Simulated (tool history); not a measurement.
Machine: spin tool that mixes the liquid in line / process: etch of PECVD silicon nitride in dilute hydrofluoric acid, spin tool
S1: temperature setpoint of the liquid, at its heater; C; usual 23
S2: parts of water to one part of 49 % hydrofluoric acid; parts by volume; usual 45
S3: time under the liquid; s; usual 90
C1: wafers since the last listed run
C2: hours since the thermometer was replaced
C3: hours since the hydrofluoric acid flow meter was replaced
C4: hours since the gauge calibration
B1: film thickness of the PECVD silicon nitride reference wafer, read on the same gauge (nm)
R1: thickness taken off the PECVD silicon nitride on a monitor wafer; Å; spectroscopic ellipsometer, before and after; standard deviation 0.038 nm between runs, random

run 1 day=0 | S1=23 S2=45 S3=130 | C1=0 C2=1933.7 C3=2011.4 C4=124.1 | B1=120.01 | R1=159.8
run 2 day=0.375 | S1=23 S2=45 S3=130 | C1=107 C2=1942.7 C3=2020.4 C4=133.1 | B1=120 | R1=159.8
run 3 day=0.933 | S1=23 S2=45 S3=130 | C1=159 C2=1956.1 C3=2033.8 C4=146.5 | B1=120.01 | R1=160
run 4 day=1.45 | S1=20 S2=45 S3=90 | C1=147 C2=1968.5 C3=2046.2 C4=158.9 | B1=120.03 | R1=90.1
run 5 day=1.875 | S1=20 S2=45 S3=90 | C1=121 C2=1978.7 C3=2056.4 C4=169.1 | B1=120.02 | R1=90.7
run 6 day=2.142 | S1=23 S2=45 S3=90 | C1=76 C2=1985.1 C3=2062.8 C4=175.5 | B1=120 | R1=110.5
run 7 day=2.746 | S1=27 S2=55 S3=90 | C1=172 C2=1999.6 C3=2077.3 C4=190 | B1=120.02 | R1=120.2
-- day=3.071 gauge calibrated
run 8 day=3.333 | S1=27 S2=55 S3=90 | C1=167 C2=2013.7 C3=2091.4 C4=6.3 | B1=119.98 | R1=118.9
run 9 day=4.025 | S1=27 S2=55 S3=90 | C1=197 C2=2030.3 C3=2108 C4=22.9 | B1=120.03 | R1=119.6
-- day=4.262 thermometer replaced
run 10 day=4.462 | S1=27 S2=45 S3=130 | C1=113 C2=4.8 C3=2118.5 C4=33.4 | B1=120.02 | R1=210.5
run 11 day=4.992 | S1=23 S2=45 S3=60 | C1=151 C2=17.5 C3=2131.2 C4=46.1 | B1=119.99 | R1=73.9
run 12 day=5.692 | S1=26.5 S2=55 S3=60 | C1=199 C2=34.3 C3=2148 C4=62.9 | B1=120.03 | R1=77.1
run 13 day=5.971 | S1=21 S2=30 S3=105 | C1=79 C2=41 C3=2154.7 C4=69.6 | B1=119.99 | R1=166.6
run 14 day=6.412 | S1=27 S2=55 S3=90 | C1=126 C2=51.6 C3=2165.3 C4=80.2 | B1=120.03 | R1=120.1
-- day=6.638 hydrofluoric acid flow meter replaced
run 15 day=6.958 | S1=20 S2=45 S3=110 | C1=143 C2=64.7 C3=7.7 C4=93.3 | B1=120 | R1=99.1
run 16 day=7.675 | S1=23 S2=35 S3=55 | C1=204 C2=81.9 C3=24.9 C4=110.5 | B1=120.01 | R1=77.9
run 17 day=8.325 | S1=27 S2=45 S3=60 | C1=185 C2=97.5 C3=40.5 C4=126.1 | B1=120.01 | R1=87.1
run 18 day=8.875 | S1=24.5 S2=40 S3=65 | C1=157 C2=110.7 C3=53.7 C4=139.3 | B1=120.01 | R1=89.7
run 19 day=9.129 | S1=26 S2=35 S3=135 | C1=72 C2=116.8 C3=59.8 C4=145.4 | B1=120.03 | R1=234.6
-- day=9.392 gauge calibrated
run 20 day=9.546 | S1=23 S2=45 S3=90 | C1=118 C2=126.8 C3=69.8 C4=3.7 | B1=119.99 | R1=99.8
run 21 day=9.858 | S1=23 S2=45 S3=90 | C1=89 C2=134.3 C3=77.3 C4=11.2 | B1=120.01 | R1=99.4

The tool's hidden state at each run:
liquid colder than its thermometer reads (K): 0 in every run
gauge reads high (%): 0 in every run
H1: hydrofluoric acid flow above the setpoint (%)
run=1 H1=12.8
run=2 H1=12.8
run=3 H1=12.9
run=4 H1=13
run=5 H1=13
run=6 H1=13.1
run=7 H1=13.2
run=8 H1=13.3
run=9 H1=13.4
run=10 H1=13.4
run=11 H1=13.5
run=12 H1=13.6
run=13 H1=13.6
run=14 H1=13.7
run=15 H1=0.819
run=16 H1=0.922
run=17 H1=1.02
run=18 H1=1.1
run=19 H1=1.13
run=20 H1=1.19
run=21 H1=1.24

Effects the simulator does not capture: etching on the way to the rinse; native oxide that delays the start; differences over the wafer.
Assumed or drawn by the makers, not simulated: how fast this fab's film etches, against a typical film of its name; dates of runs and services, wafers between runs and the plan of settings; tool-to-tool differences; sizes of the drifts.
